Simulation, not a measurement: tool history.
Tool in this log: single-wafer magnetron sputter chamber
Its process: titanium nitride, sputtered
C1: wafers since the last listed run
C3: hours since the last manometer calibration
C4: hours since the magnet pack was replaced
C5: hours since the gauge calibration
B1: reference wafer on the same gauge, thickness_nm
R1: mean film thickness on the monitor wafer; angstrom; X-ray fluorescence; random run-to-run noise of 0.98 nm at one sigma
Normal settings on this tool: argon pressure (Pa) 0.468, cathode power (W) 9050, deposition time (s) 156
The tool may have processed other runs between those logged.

Run 1, hour 0: usual settings; C1 0; wafers on the sputter target 448; C3 770.9; C4 5349.9; C5 411.6; B1 216.972. Result: R1 2311.85 angstrom.
Run 2, hour 29.5: usual settings; C1 416; wafers on the sputter target 864; C3 800.4; C4 5379.4; C5 441.1; B1 217.313. Result: R1 2316.3 angstrom.
Run 3, hour 49: usual settings but cathode power (W) 10700; C1 275; wafers on the sputter target 1140; C3 819.9; C4 5398.9; C5 460.6; B1 217.195. Result: R1 2725.92 angstrom.
Run 4, hour 128: usual settings but cathode power (W) 10700; C1 1116; wafers on the sputter target 2256; C3 898.9; C4 5477.9; C5 539.6; B1 216.769. Result: R1 2726.67 angstrom.
Run 5, hour 162.8: usual settings; C1 491; wafers on the sputter target 2748; C3 933.7; C4 5512.7; C5 574.4; B1 216.543. Result: R1 2314.09 angstrom.
Run 6, hour 183.7: usual settings but argon pressure (Pa) 0.379, cathode power (W) 10750; C1 295; wafers on the sputter target 3043; C3 954.6; C4 5533.6; C5 595.3; B1 216.815. Result: R1 2778.28 angstrom.
Run 7, hour 218.5: usual settings but argon pressure (Pa) 0.379, cathode power (W) 10750; C1 491; wafers on the sputter target 3534; C3 989.4; C4 5568.4; C5 630.1; B1 216.904. Result: R1 2799.4 angstrom.
Run 8, hour 250.7: usual settings but argon pressure (Pa) 0.379, cathode power (W) 10750; C1 454; wafers on the sputter target 3989; C3 1021.6; C4 5600.6; C5 662.3; B1 216.875. Result: R1 2772.35 angstrom.
Run 9, hour 313.6: usual settings but deposition time (s) 139; C1 888; wafers on the sputter target 4878; C3 1084.5; C4 5663.5; C5 725.2; B1 216.511. Result: R1 2038.76 angstrom.
Run 10, hour 330.1: usual settings; C1 233; wafers on the sputter target 5111; C3 1101; C4 5680; C5 741.7; B1 217.364. Result: R1 2277.78 angstrom.
At hour 330.2: gauge calibrated.
At hour 353.9: magnet pack replaced, of another model than before.
At hour 409.7: sputter target and shields replaced.
Run 11, hour 422.7: usual settings; C1 1082; wafers on the sputter target 183; C3 1193.6; C4 68.8; C5 92.5; B1 216.99. Result: R1 2305.51 angstrom.
Run 12, hour 506.6: usual settings; C1 1185; wafers on the sputter target 1368; C3 1277.5; C4 152.7; C5 176.4; B1 217.1. Result: R1 2309.15 angstrom.
Run 13, hour 531.9: usual settings but cathode power (W) 8050; C1 357; wafers on the sputter target 1726; C3 1302.8; C4 178; C5 201.7; B1 216.781. Result: R1 2069 angstrom.
Run 14, hour 549: usual settings; C1 241; wafers on the sputter target 1967; C3 1319.9; C4 195.1; C5 218.8; B1 217.405. Result: R1 2315.34 angstrom.
Run 15, hour 583.4: usual settings; C1 485; wafers on the sputter target 2453; C3 1354.3; C4 229.5; C5 253.2; B1 217.379. Result: R1 2294.08 angstrom.
Run 16, hour 597.3: usual settings but argon pressure (Pa) 0.647, cathode power (W) 7000, deposition time (s) 184; C1 196; wafers on the sputter target 2650; C3 1368.2; C4 243.4; C5 267.1; B1 216.9. Result: R1 2055.85 angstrom.
Run 17, hour 617.9: usual settings but argon pressure (Pa) 0.573; C1 291; wafers on the sputter target 2941; C3 1388.8; C4 264; C5 287.7; B1 217.037. Result: R1 2263.12 angstrom.
At hour 632.5: capacitance manometer re-zeroed and calibrated.
Run 18, hour 633.4: usual settings; C1 105; wafers on the sputter target 3047; C3 0.9; C4 279.5; C5 303.2; B1 216.726. Result: R1 2306.34 angstrom.
Run 19, hour 672.7: usual settings but cathode power (W) 10400; C1 555; wafers on the sputter target 3602; C3 40.2; C4 318.8; C5 342.5; B1 216.772. Result: R1 2652.79 angstrom.
Run 20, hour 779.6: usual settings but argon pressure (Pa) 0.352; C1 1510; wafers on the sputter target 5112; C3 147.1; C4 425.7; C5 449.4; B1 216.825. Result: R1 2321.16 angstrom.
Run 21, hour 805.7: usual settings but argon pressure (Pa) 0.566, deposition time (s) 136; C1 368; wafers on the sputter target 5481; C3 173.2; C4 451.8; C5 475.5; B1 216.702. Result: R1 1959.27 angstrom.
Run 22, hour 824.7: usual settings but argon pressure (Pa) 0.341, cathode power (W) 7200, deposition time (s) 148; C1 268; wafers on the sputter target 5749; C3 192.2; C4 470.8; C5 494.5; B1 217.103. Result: R1 1746.8 angstrom.
At hour 854.8: sputter target and shields replaced.
Run 23, hour 855.3: usual settings but cathode power (W) 7950; C1 319; wafers on the sputter target 7; C3 222.8; C4 501.4; C5 525.1; B1 217.012. Result: R1 2044.34 angstrom.
Run 24, hour 866.6: usual settings but argon pressure (Pa) 0.32, cathode power (W) 7950; C1 159; wafers on the sputter target 166; C3 234.1; C4 512.7; C5 536.4; B1 216.855. Result: R1 2073.15 angstrom.
Run 25, hour 890.4: usual settings but cathode power (W) 9950; C1 336; wafers on the sputter target 502; C3 257.9; C4 536.5; C5 560.2; B1 217.191. Result: R1 2553.46 angstrom.
Run 26, hour 916.9: usual settings but argon pressure (Pa) 0.543, cathode power (W) 7450, deposition time (s) 140; C1 374; wafers on the sputter target 877; C3 284.4; C4 563; C5 586.7; B1 217.502. Result: R1 1685.33 angstrom.
Run 27, hour 935.2: usual settings but argon pressure (Pa) 0.641, cathode power (W) 8050, deposition time (s) 136; C1 258; wafers on the sputter target 1135; C3 302.7; C4 581.3; C5 605; B1 217.065. Result: R1 1759.54 angstrom.
Run 28, hour 954.9: usual settings but cathode power (W) 10400; C1 278; wafers on the sputter target 1414; C3 322.4; C4 601; C5 624.7; B1 217.543. Result: R1 2651.38 angstrom.
At hour 979.1: gauge calibrated.
Run 29, hour 980.2: usual settings; C1 357; wafers on the sputter target 1771; C3 347.7; C4 626.3; C5 1.1; B1 216.69. Result: R1 2300.03 angstrom.
Run 30, hour 1003.5: usual settings but deposition time (s) 125; C1 329; wafers on the sputter target 2100; C3 371; C4 649.6; C5 24.4; B1 216.989. Result: R1 1847.17 angstrom.

Describe how what the log doesn't record of the tool's condition differs between the last listed run preceding each entry between runs and the first listed run following it.
Run 10 -> run 11: gauge calibrated (hour 330.2); magnet pack replaced, of another model than before (hour 353.9); sputter target and shields replaced (hour 409.7)
  deposition rate above that of a new target (%): -1.94 -> -0.106
  measured value less the no-hidden-state value, R1: -45.16 -> -2.44 angstrom
Run 17 -> run 18: capacitance manometer re-zeroed and calibrated (hour 632.5)
  deposition rate above that of a new target (%): -0.712 -> -0.806
  measured value less the no-hidden-state value, R1: -16.23 -> -18.75 angstrom
Run 22 -> run 23: sputter target and shields replaced (hour 854.8)
  deposition rate above that of a new target (%): -2.52 -> -0.00462
  measured value less the no-hidden-state value, R1: -45.21 -> -0.09 angstrom
Run 28 -> run 29: gauge calibrated (hour 979.1)
  deposition rate above that of a new target (%): -0.145 -> -0.226
  measured value less the no-hidden-state value, R1: -3.86 -> -5.2 angstrom
